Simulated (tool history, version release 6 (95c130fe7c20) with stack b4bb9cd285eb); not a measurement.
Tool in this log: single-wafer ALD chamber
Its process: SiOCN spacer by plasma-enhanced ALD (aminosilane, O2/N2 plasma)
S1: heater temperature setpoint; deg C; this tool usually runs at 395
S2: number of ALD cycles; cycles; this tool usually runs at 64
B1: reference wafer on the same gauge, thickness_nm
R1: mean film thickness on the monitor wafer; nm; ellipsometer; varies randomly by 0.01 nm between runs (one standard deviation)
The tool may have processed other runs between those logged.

run 1 hour=0 | S1=395 S2=64 | B1=4.173 | R1=4.012
run 2 hour=34.1 | S1=395 S2=64 | B1=4.234 | R1=4.065
run 3 hour=56.1 | S1=395 S2=64 | B1=4.228 | R1=4.043
run 4 hour=70.6 | S1=395 S2=64 | B1=4.225 | R1=4.038
run 5 hour=85.5 | S1=395 S2=64 | B1=4.217 | R1=4.066
run 6 hour=102.5 | S1=395 S2=64 | B1=4.21 | R1=4.044
run 7 hour=121.4 | S1=395 S2=64 | B1=4.208 | R1=4.03
run 8 hour=147.5 | S1=395 S2=64 | B1=4.197 | R1=4.04
run 9 hour=174.2 | S1=395 S2=64 | B1=4.202 | R1=4.028
run 10 hour=201.6 | S1=395 S2=64 | B1=4.199 | R1=4.03
run 11 hour=234 | S1=395 S2=64 | B1=4.191 | R1=4.03
run 12 hour=266 | S1=395 S2=64 | B1=4.187 | R1=4.034
run 13 hour=300.6 | S1=395 S2=64 | B1=4.184 | R1=4.027
run 14 hour=322.1 | S1=395 S2=64 | B1=4.183 | R1=3.996
run 15 hour=339.3 | S1=395 S2=64 | B1=4.185 | R1=4.013
run 16 hour=356.9 | S1=395 S2=64 | B1=4.18 | R1=4.03
run 17 hour=371.7 | S1=391 S2=73 | B1=4.184 | R1=4.589
run 18 hour=391.8 | S1=395 S2=60 | B1=4.187 | R1=3.779
run 19 hour=423 | S1=390 S2=77 | B1=4.177 | R1=4.819
run 20 hour=451.9 | S1=410 S2=64 | B1=4.219 | R1=3.899
run 21 hour=468.4 | S1=395 S2=57 | B1=4.218 | R1=3.624
run 22 hour=485.6 | S1=395 S2=64 | B1=4.21 | R1=4.058
run 23 hour=512.5 | S1=395 S2=64 | B1=4.204 | R1=4.046
run 24 hour=534.4 | S1=395 S2=64 | B1=4.196 | R1=4.023
run 25 hour=565.3 | S1=402 S2=59 | B1=4.187 | R1=3.674
run 26 hour=590 | S1=395 S2=64 | B1=4.188 | R1=4.012
run 27 hour=619.7 | S1=389 S2=76 | B1=4.18 | R1=4.768
run 28 hour=655.5 | S1=395 S2=64 | B1=4.172 | R1=4.032
run 29 hour=762.6 | S1=395 S2=55 | B1=4.168 | R1=3.444
run 30 hour=778 | S1=395 S2=64 | B1=4.169 | R1=4.011
run 31 hour=812.6 | S1=408 S2=60 | B1=4.163 | R1=3.639
run 32 hour=829.2 | S1=381 S2=64 | B1=4.167 | R1=4.018
run 33 hour=841.4 | S1=385 S2=64 | B1=4.168 | R1=3.996

The log once held 3 entries between its listed runs, left out of this copy. Where does each go, and what is different about the tool's unlogged condition between the listed run before it and the listed run after it?
Runs 1 to 2: gauge calibrated (hour 28.8)
  gauge reads high (%): -1.33 -> 0.0999
  measured minus no-state result, R1: -0.054 -> +0.004 nm
Runs 12 to 13: thermocouple changed; heater temperature recalibrated (hour 300.1)
  gauge reads high (%): -0.985 -> -1.04
  measured minus no-state result, R1: -0.041 -> -0.043 nm
Runs 19 to 20: gauge calibrated (hour 450.6)
  gauge reads high (%): -1.17 -> -0.173
  measured minus no-state result, R1: -0.057 -> -0.006 nm

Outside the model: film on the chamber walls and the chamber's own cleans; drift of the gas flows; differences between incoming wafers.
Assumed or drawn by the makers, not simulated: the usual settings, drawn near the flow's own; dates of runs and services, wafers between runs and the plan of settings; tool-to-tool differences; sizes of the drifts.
